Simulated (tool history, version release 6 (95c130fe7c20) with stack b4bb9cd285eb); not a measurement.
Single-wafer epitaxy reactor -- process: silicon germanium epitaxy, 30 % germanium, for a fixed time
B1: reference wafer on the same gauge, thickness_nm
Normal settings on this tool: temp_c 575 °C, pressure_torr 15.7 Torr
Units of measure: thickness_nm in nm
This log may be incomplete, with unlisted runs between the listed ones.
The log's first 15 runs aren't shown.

Run 16, hour 196.5: usual settings; B1 29.266. Result: thickness_nm 33.088 nm.
At hour 206: gauge calibrated.
Run 17, hour 210.1: usual settings but pressure_torr 14.6 Torr; B1 29.248. Result: thickness_nm 32.103 nm.
Run 18, hour 218.6: usual settings but pressure_torr 19 Torr; B1 29.352. Result: thickness_nm 35.813 nm.
At hour 241.5: showerhead replaced.
Run 19, hour 242: usual settings; B1 29.297. Result: thickness_nm 32.932 nm.
Run 20, hour 275.4: usual settings but temp_c 568 °C, pressure_torr 17.9 Torr; B1 29.231. Result: thickness_nm 30.254 nm.
Run 21, hour 283.4: usual settings but temp_c 561 °C, pressure_torr 17.9 Torr; B1 29.275. Result: thickness_nm 26.487 nm.
Run 22, hour 299.4: usual settings but temp_c 571 °C, pressure_torr 19.3 Torr; B1 29.316. Result: thickness_nm 32.948 nm.
Run 23, hour 312.7: usual settings but temp_c 570 °C, pressure_torr 13.1 Torr; B1 29.278. Result: thickness_nm 27.694 nm.
Run 24, hour 327.9: usual settings; B1 29.292. Result: thickness_nm 32.453 nm.
Run 25, hour 364.8: usual settings but temp_c 588 °C, pressure_torr 19.5 Torr; B1 29.291. Result: thickness_nm 44.709 nm.
Run 26, hour 371: usual settings but temp_c 563 °C, pressure_torr 17.5 Torr; B1 29.299. Result: thickness_nm 26.716 nm.
Run 27, hour 385.7: usual settings but temp_c 586 °C, pressure_torr 12.6 Torr; B1 29.263. Result: thickness_nm 36.122 nm.
Run 28, hour 391.8: usual settings but temp_c 579 °C, pressure_torr 14.1 Torr; B1 29.333. Result: thickness_nm 33.216 nm.
Run 29, hour 407.4: usual settings but temp_c 571 °C, pressure_torr 19.5 Torr; B1 29.32. Result: thickness_nm 32.34 nm.
Run 30, hour 416.1: usual settings but pressure_torr 19.6 Torr; B1 29.312. Result: thickness_nm 35.33 nm.
Run 31, hour 430.5: usual settings but temp_c 562 °C, pressure_torr 17.8 Torr; B1 29.291. Result: thickness_nm 26.127 nm.
Run 32, hour 445.2: usual settings but temp_c 587 °C, pressure_torr 13.7 Torr; B1 29.303. Result: thickness_nm 37.607 nm.
Run 33, hour 452.4: usual settings but temp_c 561 °C; B1 29.307. Result: thickness_nm 24.316 nm.
Run 34, hour 459.4: usual settings; B1 29.277. Result: thickness_nm 31.868 nm.
Run 35, hour 468.9: usual settings but temp_c 579 °C, pressure_torr 12.3 Torr; B1 29.308. Result: thickness_nm 30.808 nm.
Run 36, hour 486: usual settings but temp_c 587 °C, pressure_torr 13 Torr; B1 29.301. Result: thickness_nm 36.642 nm.

Predict each of these 3 candidate next runs independently; none follows another, all start after run 36:
Run A, hour 486.4: usual settings but temp_c 570 °C; B1 ?. Result: thickness_nm ?.
Run B, hour 486.4: usual settings but temp_c 589 °C, pressure_torr 12 Torr; B1 ?. Result: thickness_nm ?.
Run C, hour 486.4: usual settings but temp_c 571 °C; B1 ?. Result: thickness_nm ?.

run     B1  thickness_nm
  A  29.26        29.029
  B  29.26        36.947
  C  29.26        29.585
Take away the tool's hidden state, keep each run's random variation, and the runs would have read:
run  thickness_nm
  A         30.98
  B        39.323
  C        31.569
